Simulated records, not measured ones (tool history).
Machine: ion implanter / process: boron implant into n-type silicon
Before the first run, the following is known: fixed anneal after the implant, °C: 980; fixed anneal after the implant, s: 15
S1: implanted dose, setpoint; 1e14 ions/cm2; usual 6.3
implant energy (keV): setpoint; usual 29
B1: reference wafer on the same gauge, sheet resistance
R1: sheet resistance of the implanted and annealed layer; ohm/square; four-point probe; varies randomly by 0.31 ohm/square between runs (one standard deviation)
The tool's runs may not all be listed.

{"run": 1, "day": 0.0, "S1": 6.3, "implant energy (keV)": 34, "B1": 211.04, "R1": 199.97}
{"run": 2, "day": 0.892, "S1": 5.07, "implant energy (keV)": 24, "B1": 211.03, "R1": 242.01}
{"run": 3, "day": 5.221, "S1": 5.07, "implant energy (keV)": 24, "B1": 211.02, "R1": 243.15}
{"run": 4, "day": 5.771, "S1": 5.07, "implant energy (keV)": 24, "B1": 211.03, "R1": 241.95}
{"run": 5, "day": 6.275, "S1": 6.3, "implant energy (keV)": 29, "B1": 211.05, "R1": 202.14}
{"day": 6.417, "done": "gauge calibrated"}
{"run": 6, "day": 7.746, "S1": 6.3, "implant energy (keV)": 29, "B1": 210.96, "R1": 200.91}
{"run": 7, "day": 8.25, "S1": 6.3, "implant energy (keV)": 29, "B1": 211.01, "R1": 201.26}
{"run": 8, "day": 8.925, "S1": 7.22, "implant energy (keV)": 29, "B1": 211.04, "R1": 179.66}
{"run": 9, "day": 10.325, "S1": 6.3, "implant energy (keV)": 29, "B1": 211, "R1": 201.56}
{"run": 10, "day": 11.175, "S1": 6.3, "implant energy (keV)": 29, "B1": 211.03, "R1": 201.49}
{"run": 11, "day": 12.125, "S1": 6.3, "implant energy (keV)": 29, "B1": 210.97, "R1": 201.17}
{"run": 12, "day": 13.079, "S1": 6.3, "implant energy (keV)": 35, "B1": 210.93, "R1": 199.69}
{"run": 13, "day": 14.454, "S1": 5.04, "implant energy (keV)": 29, "B1": 210.93, "R1": 240.99}
{"run": 14, "day": 15.733, "S1": 6.77, "implant energy (keV)": 29, "B1": 210.94, "R1": 189.99}
{"day": 16.65, "done": "extraction supply calibrated"}
{"run": 15, "day": 16.771, "S1": 6.3, "implant energy (keV)": 29, "B1": 211.05, "R1": 201.18}
{"day": 18.442, "done": "Faraday cup replaced and dose calibrated"}
{"run": 16, "day": 19.275, "S1": 6.3, "implant energy (keV)": 29, "B1": 210.94, "R1": 203}
{"run": 17, "day": 20.329, "S1": 5.16, "implant energy (keV)": 22, "B1": 211.01, "R1": 242.34}
{"run": 18, "day": 22.867, "S1": 4.43, "implant energy (keV)": 34, "B1": 210.95, "R1": 266.51}
{"run": 19, "day": 23.812, "S1": 6.3, "implant energy (keV)": 29, "B1": 211, "R1": 203.21}
{"run": 20, "day": 24.962, "S1": 6.3, "implant energy (keV)": 29, "B1": 210.95, "R1": 203.79}
{"run": 21, "day": 25.954, "S1": 7.75, "implant energy (keV)": 35, "B1": 211.02, "R1": 170.53}
{"run": 22, "day": 26.608, "S1": 7.7, "implant energy (keV)": 29, "B1": 211.03, "R1": 172.42}
{"run": 23, "day": 27.475, "S1": 6.3, "implant energy (keV)": 29, "B1": 211.01, "R1": 203.53}
{"run": 24, "day": 28.158, "S1": 5.44, "implant energy (keV)": 37, "B1": 210.91, "R1": 226.85}
{"day": 28.575, "done": "gauge calibrated"}
{"run": 25, "day": 29.638, "S1": 5.39, "implant energy (keV)": 38, "B1": 210.94, "R1": 227.96}
{"run": 26, "day": 30.608, "S1": 5.77, "implant energy (keV)": 29, "B1": 211.03, "R1": 218.12}
{"run": 27, "day": 32.062, "S1": 7.86, "implant energy (keV)": 23.5, "B1": 211, "R1": 171.72}
{"run": 28, "day": 32.962, "S1": 4.62, "implant energy (keV)": 34, "B1": 211.05, "R1": 258.01}
{"run": 29, "day": 34.371, "S1": 7.97, "implant energy (keV)": 29, "B1": 210.94, "R1": 167.33}
{"run": 30, "day": 35.388, "S1": 6.3, "implant energy (keV)": 29, "B1": 211.02, "R1": 202.75}
{"run": 31, "day": 36.054, "S1": 4.89, "implant energy (keV)": 29, "B1": 210.96, "R1": 248.84}
{"run": 32, "day": 36.804, "S1": 4.64, "implant energy (keV)": 29, "B1": 211.07, "R1": 259.35}
{"run": 33, "day": 38.275, "S1": 5.44, "implant energy (keV)": 23.5, "B1": 211.04, "R1": 231.12}

Branching from run 33: 3 alternative next runs. What would each branch give?
{"run": "A", "day": 38.292, "S1": 6.3, "implant energy (keV)": 29, "B1": "?", "R1": "?"}
{"run": "B", "day": 38.292, "S1": 5.46, "implant energy (keV)": 33.5, "B1": "?", "R1": "?"}
{"run": "C", "day": 38.292, "S1": 4.62, "implant energy (keV)": 22.5, "B1": "?", "R1": "?"}

run=A B1=211.01 R1=203.51
run=B B1=211.01 R1=226.83
run=C B1=211.01 R1=263.72
What these runs would have given with no unlogged condition in the tool:
run=A R1=203.73
run=B R1=227.07
run=C R1=264
